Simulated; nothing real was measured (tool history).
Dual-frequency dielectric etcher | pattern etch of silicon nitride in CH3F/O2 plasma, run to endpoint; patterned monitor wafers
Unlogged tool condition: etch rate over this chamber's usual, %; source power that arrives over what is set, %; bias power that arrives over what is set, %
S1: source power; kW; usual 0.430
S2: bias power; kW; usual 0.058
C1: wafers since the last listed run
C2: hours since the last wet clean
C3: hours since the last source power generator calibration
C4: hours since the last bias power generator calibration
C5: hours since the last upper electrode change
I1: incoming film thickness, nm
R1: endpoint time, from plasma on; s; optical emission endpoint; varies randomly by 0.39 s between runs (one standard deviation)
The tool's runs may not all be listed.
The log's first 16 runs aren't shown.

| run | hour | S1 | S2 | C1 | C2 | C3 | C4 | C5 | I1 | R1 |
|---|---|---|---|---|---|---|---|---|---|---|
|  | 229.8 | wet clean of the chamber |
| 17 | 230.3 | 0.530 | 0.062 | 141 | 0.5 | 3880.0 | 2480.8 | 85.2 | 99.5 | 120.1 |
| 18 | 230.7 | 0.500 | 0.054 | 2 | 0.9 | 3880.4 | 2481.2 | 85.6 | 100.1 | 127.0 |
| 19 | 244.0 | 0.380 | 0.068 | 81 | 14.2 | 3893.7 | 2494.5 | 98.9 | 101.6 | 131.4 |
| 20 | 259.0 | 0.340 | 0.064 | 92 | 29.2 | 3908.7 | 2509.5 | 113.9 | 99.0 | 135.0 |
| 21 | 276.0 | 0.430 | 0.066 | 104 | 46.2 | 3925.7 | 2526.5 | 130.9 | 99.9 | 126.1 |
| 22 | 289.2 | 0.430 | 0.058 | 80 | 59.4 | 3938.9 | 2539.7 | 144.1 | 100.0 | 130.4 |
| 23 | 296.1 | 0.500 | 0.054 | 42 | 66.3 | 3945.8 | 2546.6 | 151.0 | 100.5 | 127.5 |
| 24 | 310.9 | 0.370 | 0.045 | 90 | 81.1 | 3960.6 | 2561.4 | 165.8 | 100.9 | 146.1 |
| 25 | 321.0 | 0.430 | 0.058 | 61 | 91.2 | 3970.7 | 2571.5 | 175.9 | 100.0 | 130.5 |
| 26 | 336.9 | 0.480 | 0.064 | 97 | 107.1 | 3986.6 | 2587.4 | 191.8 | 99.6 | 121.8 |
|  | 342.5 | source power generator calibrated |
| 27 | 350.6 | 0.360 | 0.069 | 59 | 120.8 | 8.1 | 2601.1 | 205.5 | 99.6 | 129.4 |
|  | 356.2 | bias power generator calibrated |
| 28 | 359.0 | 0.430 | 0.069 | 26 | 129.2 | 16.5 | 2.8 | 213.9 | 99.8 | 124.0 |
| 29 | 375.3 | 0.430 | 0.049 | 99 | 145.5 | 32.8 | 19.1 | 230.2 | 99.5 | 133.7 |
| 30 | 389.2 | 0.430 | 0.068 | 85 | 159.4 | 46.7 | 33.0 | 244.1 | 100.2 | 124.6 |
| 31 | 406.3 | 0.430 | 0.058 | 104 | 176.5 | 63.8 | 50.1 | 261.2 | 100.9 | 130.1 |
| 32 | 414.1 | 0.460 | 0.046 | 47 | 184.3 | 71.6 | 57.9 | 269.0 | 99.5 | 132.6 |
| 33 | 465.3 | 0.430 | 0.058 | 314 | 235.5 | 122.8 | 109.1 | 320.2 | 99.1 | 127.0 |
| 34 | 480.6 | 0.460 | 0.049 | 93 | 250.8 | 138.1 | 124.4 | 335.5 | 100.4 | 131.7 |

What if the next run were any one of these 5? Each begins from the tool's condition after run 34:
| A | 481.1 | 0.430 | 0.058 | 3 | 251.3 | 138.6 | 124.9 | 336.0 | 100.6 | ? |
| B | 481.1 | 0.430 | 0.052 | 3 | 251.3 | 138.6 | 124.9 | 336.0 | 100.6 | ? |
| C | 481.1 | 0.480 | 0.054 | 3 | 251.3 | 138.6 | 124.9 | 336.0 | 100.6 | ? |
| D | 481.1 | 0.390 | 0.065 | 3 | 251.3 | 138.6 | 124.9 | 336.0 | 100.6 | ? |
| E | 481.1 | 0.500 | 0.065 | 3 | 251.3 | 138.6 | 124.9 | 336.0 | 100.6 | ? |

| run | R1 |
|---|---|
| A | 128.9 |
| B | 132.4 |
| C | 126.8 |
| D | 128.8 |
| E | 119.5 |
What these runs would have given with no unlogged condition in the tool:
| run | R1 |
|---|---|
| A | 131.7 |
| B | 135.3 |
| C | 129.6 |
| D | 131.6 |
| E | 122.1 |
